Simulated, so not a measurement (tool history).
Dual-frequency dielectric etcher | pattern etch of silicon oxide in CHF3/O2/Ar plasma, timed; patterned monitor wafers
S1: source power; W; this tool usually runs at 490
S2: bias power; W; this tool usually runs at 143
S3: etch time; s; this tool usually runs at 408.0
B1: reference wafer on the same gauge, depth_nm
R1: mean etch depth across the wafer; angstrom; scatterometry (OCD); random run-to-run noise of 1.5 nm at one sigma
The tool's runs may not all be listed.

run     day   S1   S2     S3     B1    R1
  1   0.000  490  143  408.0  770.7  6632
  2   0.896  490  143  408.0  770.1  6621
  3   2.042  490  143  408.0  770.2  6657
      3.138  -- wet clean of the chamber
  4   3.158  490  143  408.0  771.0  6640
  5   4.412  490  143  408.0  771.2  6656
  6   5.479  490  123  367.0  770.9  5761
  7   6.925  490  143  408.0  772.1  6684
  8   7.617  490  143  408.0  771.8  6680
  9   8.812  490  111  483.5  771.7  7444
 10  10.021  570  178  509.0  772.4  9489
     11.000  -- bias power generator calibrated
     11.029  -- source power generator calibrated
     11.396  -- upper electrode replaced
 11  11.417  490  156  288.5  772.9  4820
 12  11.512  490  143  408.0  772.3  6649
 13  15.729  600  143  408.0  773.0  7383
 14  17.046  420  108  408.0  774.0  5751
 15  18.071  490  143  373.0  773.3  6094
 16  18.971  570  154  334.0  773.1  6010
     20.588  -- gauge calibrated
     20.829  -- wet clean of the chamber
 17  20.850  530  143  308.0  765.3  5176
 18  21.083  490  143  408.0  766.2  6612
 19  22.350  490  143  408.0  766.3  6614
 20  23.375  520  160  352.0  767.0  6075
 21  24.433  550  143  463.0  766.9  7949
 22  25.662  610  143  286.5  768.0  5179
 23  26.808  530  117  304.0  768.5  4894
 24  28.308  490  143  408.0  768.7  6674
 25  29.512  490  143  350.5  768.9  5705
 26  30.029  550  129  453.5  769.6  7569
 27  31.371  490  143  408.0  770.0  6645
 28  32.496  530  143  308.0  770.5  5207
 29  33.267  490  143  408.0  770.7  6649

Predict each of these 5 candidate next runs independently; none follows another, all start after run 29:
  A  33.288  490  143  408.0   ?   ?
  B  33.288  560  153  340.0   ?   ?
  C  33.288  490  122  408.0   ?   ?
  D  33.288  490  171  408.0   ?   ?
  E  33.288  450  143  408.0   ?   ?

run     B1    R1
  A  770.0  6649
  B  770.0  6017
  C  770.0  6391
  D  770.0  6971
  E  770.0  6371
Without the tool's unlogged condition, the same runs would have read:
run    R1
  A  6602
  B  5975
  C  6346
  D  6922
  E  6326

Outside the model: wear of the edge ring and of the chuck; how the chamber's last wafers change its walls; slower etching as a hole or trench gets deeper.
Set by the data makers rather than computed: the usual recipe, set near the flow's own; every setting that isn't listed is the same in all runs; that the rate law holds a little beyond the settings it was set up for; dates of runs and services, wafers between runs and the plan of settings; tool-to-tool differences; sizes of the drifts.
